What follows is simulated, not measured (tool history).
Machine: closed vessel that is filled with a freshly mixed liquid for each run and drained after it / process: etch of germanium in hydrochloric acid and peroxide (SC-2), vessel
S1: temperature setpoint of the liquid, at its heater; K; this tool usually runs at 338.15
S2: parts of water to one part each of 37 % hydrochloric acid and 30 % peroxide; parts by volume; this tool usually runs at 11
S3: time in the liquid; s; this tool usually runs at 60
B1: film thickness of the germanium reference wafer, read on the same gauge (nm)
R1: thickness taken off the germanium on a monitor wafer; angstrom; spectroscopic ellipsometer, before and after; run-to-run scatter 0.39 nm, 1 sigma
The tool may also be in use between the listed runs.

Run 1, hour 0: usual settings; B1 30.02. Result: R1 2000.9 angstrom.
Run 2, hour 27.1: usual settings; B1 29.97. Result: R1 2007.8 angstrom.
Run 3, hour 54.8: usual settings; B1 30.01. Result: R1 1999.8 angstrom.
Run 4, hour 82.8: usual settings; B1 29.98. Result: R1 2006.2 angstrom.
Run 5, hour 107.7: usual settings; B1 30.01. Result: R1 2002.4 angstrom.
Run 6, hour 134.3: usual settings; B1 30.04. Result: R1 2002.9 angstrom.
Run 7, hour 158.3: usual settings but S1 333.15 K; B1 29.99. Result: R1 1742.7 angstrom.
Run 8, hour 181.6: usual settings but S1 333.15 K; B1 30.03. Result: R1 1707.5 angstrom.
Run 9, hour 211.1: usual settings but S2 8 parts by volume; B1 29.97. Result: R1 2044.5 angstrom.
Run 10, hour 227.6: usual settings but S1 345.15 K, S3 85 s; B1 30.02. Result: R1 3382.8 angstrom.
Run 11, hour 248.3: usual settings but S1 345.15 K, S3 45 s; B1 29.96. Result: R1 1799.5 angstrom.
Run 12, hour 282.4: usual settings; B1 29.97. Result: R1 1972.1 angstrom.
Run 13, hour 316.5: usual settings; B1 29.99. Result: R1 1980.8 angstrom.
Run 14, hour 351.4: usual settings but S1 329.65 K; B1 30.02. Result: R1 1543.7 angstrom.
Run 15, hour 376.2: usual settings; B1 30.05. Result: R1 1979.2 angstrom.
Run 16, hour 389.4: usual settings; B1 29.98. Result: R1 1970.5 angstrom.
Run 17, hour 410.1: usual settings but S1 330.15 K, S2 6.5 parts by volume, S3 35 s; B1 30.03. Result: R1 957 angstrom.
Run 18, hour 428.9: usual settings but S1 334.15 K, S2 15.5 parts by volume, S3 40 s; B1 29.97. Result: R1 1115.2 angstrom.
Run 19, hour 461.9: usual settings but S2 13 parts by volume; B1 30. Result: R1 1934.1 angstrom.
Run 20, hour 483.8: usual settings but S1 344.15 K, S2 15.5 parts by volume, S3 90 s; B1 30. Result: R1 3310.1 angstrom.

Not shown here: 4 entries made in the log between runs. Locate each between two listed runs and compare the hidden state at the listed run before it with the hidden state at the listed run after it:
In the gap between runs 7 and 8: thermometer replaced (hour 164.6)
  liquid hotter than its thermometer reads (K): 0.808 -> 0.105
  the result without the hidden state subtracted from the measured one, R1: +40.7 -> +5 angstrom
In the gap between runs 8 and 9: new drum of peroxide connected (hour 199.8)
  liquid hotter than its thermometer reads (K): 0.105 -> 0.125
  the result without the hidden state subtracted from the measured one, R1: +5 -> +7 angstrom
In the gap between runs 12 and 13: chemicals flow meter replaced (hour 286.1)
  liquid hotter than its thermometer reads (K): 0.172 -> 0.195
  the result without the hidden state subtracted from the measured one, R1: +9.5 -> +11.2 angstrom
In the gap between runs 14 and 15: gauge calibrated (hour 361.7)
  liquid hotter than its thermometer reads (K): 0.218 -> 0.235
  the result without the hidden state subtracted from the measured one, R1: +10.1 -> +13.4 angstrom

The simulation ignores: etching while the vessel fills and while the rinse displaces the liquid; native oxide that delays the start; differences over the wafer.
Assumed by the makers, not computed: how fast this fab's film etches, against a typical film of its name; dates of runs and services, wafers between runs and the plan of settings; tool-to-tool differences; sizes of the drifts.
